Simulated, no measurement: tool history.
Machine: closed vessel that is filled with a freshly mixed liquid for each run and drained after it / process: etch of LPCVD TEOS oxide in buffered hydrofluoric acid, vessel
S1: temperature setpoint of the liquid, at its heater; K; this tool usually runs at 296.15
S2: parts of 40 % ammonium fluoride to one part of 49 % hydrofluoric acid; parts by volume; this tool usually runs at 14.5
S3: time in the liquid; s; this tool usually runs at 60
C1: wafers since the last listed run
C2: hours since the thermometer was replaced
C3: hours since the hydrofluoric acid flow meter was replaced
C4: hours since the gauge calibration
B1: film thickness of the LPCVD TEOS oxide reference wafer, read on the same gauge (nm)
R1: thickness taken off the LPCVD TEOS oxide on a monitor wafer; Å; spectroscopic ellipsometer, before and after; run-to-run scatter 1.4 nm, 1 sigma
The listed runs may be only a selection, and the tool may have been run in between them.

run 1 hour=0.0 | S1=296.15 S2=12.0 S3=60 | C1=0 C2=3246.0 C3=870.5 C4=433.6 | B1=40.01 | R1=2943.6
run 2 hour=25.7 | S1=296.15 S2=14.5 S3=60 | C1=2325 C2=3271.7 C3=896.2 C4=459.3 | B1=39.96 | R1=2462.0
run 3 hour=45.6 | S1=296.15 S2=14.5 S3=60 | C1=1800 C2=3291.6 C3=916.1 C4=479.2 | B1=39.97 | R1=2448.1
run 4 hour=64.6 | S1=296.15 S2=14.5 S3=60 | C1=1719 C2=3310.6 C3=935.1 C4=498.2 | B1=39.98 | R1=2453.1
-- hour=80.1 thermometer replaced
run 5 hour=84.4 | S1=296.15 S2=14.5 S3=60 | C1=1701 C2=4.3 C3=954.9 C4=518.0 | B1=39.98 | R1=2225.1
run 6 hour=99.7 | S1=296.15 S2=14.5 S3=60 | C1=1384 C2=19.6 C3=970.2 C4=533.3 | B1=40.00 | R1=2247.1
-- hour=101.0 gauge calibrated
run 7 hour=113.2 | S1=296.15 S2=14.5 S3=60 | C1=1221 C2=33.1 C3=983.7 C4=12.2 | B1=39.99 | R1=2213.3
run 8 hour=126.7 | S1=296.15 S2=14.5 S3=60 | C1=1221 C2=46.6 C3=997.2 C4=25.7 | B1=39.98 | R1=2247.9
-- hour=140.4 hydrofluoric acid flow meter replaced
run 9 hour=141.5 | S1=296.15 S2=14.5 S3=60 | C1=1248 C2=61.4 C3=1.1 C4=40.5 | B1=40.00 | R1=2039.1
run 10 hour=169.9 | S1=296.15 S2=14.5 S3=60 | C1=2569 C2=89.8 C3=29.5 C4=68.9 | B1=40.02 | R1=2041.5
run 11 hour=187.3 | S1=300.15 S2=9.0 S3=50 | C1=1574 C2=107.2 C3=46.9 C4=86.3 | B1=39.99 | R1=3282.5
run 12 hour=211.8 | S1=293.65 S2=14.5 S3=60 | C1=2216 C2=131.7 C3=71.4 C4=110.8 | B1=39.98 | R1=1795.6
run 13 hour=226.1 | S1=300.65 S2=10.0 S3=85 | C1=1293 C2=146.0 C3=85.7 C4=125.1 | B1=39.97 | R1=5317.6
run 14 hour=256.8 | S1=296.15 S2=11.0 S3=30 | C1=2777 C2=176.7 C3=116.4 C4=155.8 | B1=39.98 | R1=1364.3
run 15 hour=278.8 | S1=300.65 S2=13.0 S3=60 | C1=1990 C2=198.7 C3=138.4 C4=177.8 | B1=40.00 | R1=2943.6
run 16 hour=296.8 | S1=294.15 S2=11.0 S3=60 | C1=1628 C2=216.7 C3=156.4 C4=195.8 | B1=40.02 | R1=2468.3
run 17 hour=312.5 | S1=296.15 S2=14.5 S3=60 | C1=1420 C2=232.4 C3=172.1 C4=211.5 | B1=39.99 | R1=2107.8
run 18 hour=351.2 | S1=299.15 S2=19.5 S3=35 | C1=3501 C2=271.1 C3=210.8 C4=250.2 | B1=40.01 | R1=1073.6
run 19 hour=421.5 | S1=293.15 S2=9.0 S3=80 | C1=6360 C2=341.4 C3=281.1 C4=320.5 | B1=40.01 | R1=3702.9
run 20 hour=442.8 | S1=292.15 S2=9.5 S3=80 | C1=1927 C2=362.7 C3=302.4 C4=341.8 | B1=40.03 | R1=3309.1
run 21 hour=460.9 | S1=292.15 S2=9.5 S3=80 | C1=1637 C2=380.8 C3=320.5 C4=359.9 | B1=39.97 | R1=3339.3
run 22 hour=483.5 | S1=296.15 S2=14.5 S3=60 | C1=2044 C2=403.4 C3=343.1 C4=382.5 | B1=40.00 | R1=2123.7
run 23 hour=498.6 | S1=293.15 S2=18.0 S3=90 | C1=1366 C2=418.5 C3=358.2 C4=397.6 | B1=40.02 | R1=2188.1
run 24 hour=534.4 | S1=300.15 S2=9.0 S3=60 | C1=3239 C2=454.3 C3=394.0 C4=433.4 | B1=40.02 | R1=4103.9
run 25 hour=553.7 | S1=293.65 S2=14.5 S3=30 | C1=1746 C2=473.6 C3=413.3 C4=452.7 | B1=40.03 | R1=941.4
run 26 hour=583.4 | S1=293.15 S2=14.5 S3=60 | C1=2687 C2=503.3 C3=443.0 C4=482.4 | B1=40.00 | R1=1839.8
run 27 hour=609.3 | S1=299.15 S2=14.5 S3=40 | C1=2343 C2=529.2 C3=468.9 C4=508.3 | B1=39.99 | R1=1723.1
run 28 hour=636.3 | S1=296.15 S2=14.5 S3=60 | C1=2442 C2=556.2 C3=495.9 C4=535.3 | B1=40.01 | R1=2141.0
run 29 hour=667.3 | S1=294.65 S2=19.5 S3=60 | C1=2804 C2=587.2 C3=526.9 C4=566.3 | B1=40.00 | R1=1488.7
run 30 hour=695.1 | S1=296.15 S2=13.0 S3=50 | C1=2515 C2=615.0 C3=554.7 C4=594.1 | B1=40.00 | R1=2020.5
run 31 hour=708.9 | S1=296.15 S2=14.5 S3=60 | C1=1248 C2=628.8 C3=568.5 C4=607.9 | B1=40.02 | R1=2172.0
run 32 hour=721.6 | S1=301.15 S2=10.5 S3=95 | C1=1149 C2=641.5 C3=581.2 C4=620.6 | B1=39.99 | R1=6183.4

What if the next run were any one of these 5? Each begins from the tool's condition after run 32:
run A hour=722.3 | S1=298.65 S2=14.5 S3=60 | C1=63 C2=642.2 C3=581.9 C4=621.3 | B1=? | R1=?
run B hour=722.3 | S1=291.65 S2=16.5 S3=60 | C1=63 C2=642.2 C3=581.9 C4=621.3 | B1=? | R1=?
run C hour=722.3 | S1=299.15 S2=14.5 S3=30 | C1=63 C2=642.2 C3=581.9 C4=621.3 | B1=? | R1=?
run D hour=722.3 | S1=297.65 S2=17.5 S3=35 | C1=63 C2=642.2 C3=581.9 C4=621.3 | B1=? | R1=?
run E hour=722.3 | S1=291.65 S2=17.0 S3=90 | C1=63 C2=642.2 C3=581.9 C4=621.3 | B1=? | R1=?

run=A B1=39.99 R1=2523.7
run=B B1=39.99 R1=1510.9
run=C B1=39.99 R1=1296.3
run=D B1=39.99 R1=1159.5
run=E B1=39.99 R1=2200.8
The same runs, with their run-to-run variation unchanged, on a tool lacking any hidden condition would have given:
run=A R1=2315.0
run=B R1=1383.8
run=C R1=1189.2
run=D R1=1063.1
run=E R1=2015.4

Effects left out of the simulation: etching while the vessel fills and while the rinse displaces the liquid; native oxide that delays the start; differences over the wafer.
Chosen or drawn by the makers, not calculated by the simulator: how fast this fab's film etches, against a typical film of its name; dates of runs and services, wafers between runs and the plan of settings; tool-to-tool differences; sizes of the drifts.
